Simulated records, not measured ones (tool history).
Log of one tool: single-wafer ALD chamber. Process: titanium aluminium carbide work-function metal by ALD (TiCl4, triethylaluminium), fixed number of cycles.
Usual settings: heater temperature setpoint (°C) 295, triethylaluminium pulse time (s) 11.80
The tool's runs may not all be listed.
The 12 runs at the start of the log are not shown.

run	hour	heater temperature setpoint (°C)	triethylaluminium pulse time (s)	read-back reference wafer on the same gauge, thickness_nm	mean film thickness on the monitor wafer (nm)
13	331.9	295	11.80	2.000	1.970
14	364.6	303	11.80	1.998	2.028
15	387.3	303	11.80	2.001	2.021
16	400.2	295	11.80	1.999	1.961
17	436.0	281	7.09	2.001	1.738
# hour 459.5: triethylaluminium bottle replaced
18	463.7	299	7.54	1.999	1.913
19	489.1	295	11.80	2.002	1.983
20	508.8	295	11.80	2.000	1.961
# hour 521.2: showerhead replaced
# hour 536.9: gauge calibrated
# hour 590.1: thermocouple changed; heater temperature recalibrated
21	606.3	303	11.80	2.000	2.038
22	634.9	295	8.88	1.998	1.916
23	659.3	295	11.80	1.999	1.972
24	692.3	282	14.52	2.001	1.882
25	718.8	282	9.70	2.001	1.824
26	737.9	305	9.88	2.002	2.034
27	773.5	286	14.23	2.001	1.905
28	807.0	283	11.80	2.000	1.868
29	841.9	295	11.80	2.002	1.962
30	865.1	309	7.25	2.001	1.973

Here are 5 independent what-if runs from the current tool condition. What would each one return?
A	865.5	295	11.80	?	?
B	865.5	300	11.80	?	?
C	865.5	281	7.40	?	?
D	865.5	303	8.00	?	?
E	865.5	299	11.80	?	?

run	read-back reference wafer on the same gauge, thickness_nm	mean film thickness on the monitor wafer (nm)
A	1.999	1.968
B	1.999	2.011
C	1.999	1.757
D	1.999	1.959
E	1.999	2.002
The same runs, with their run-to-run variation unchanged, on a tool lacking any hidden condition would have given:
run	mean film thickness on the monitor wafer (nm)
A	1.968
B	2.011
C	1.757
D	1.959
E	2.002

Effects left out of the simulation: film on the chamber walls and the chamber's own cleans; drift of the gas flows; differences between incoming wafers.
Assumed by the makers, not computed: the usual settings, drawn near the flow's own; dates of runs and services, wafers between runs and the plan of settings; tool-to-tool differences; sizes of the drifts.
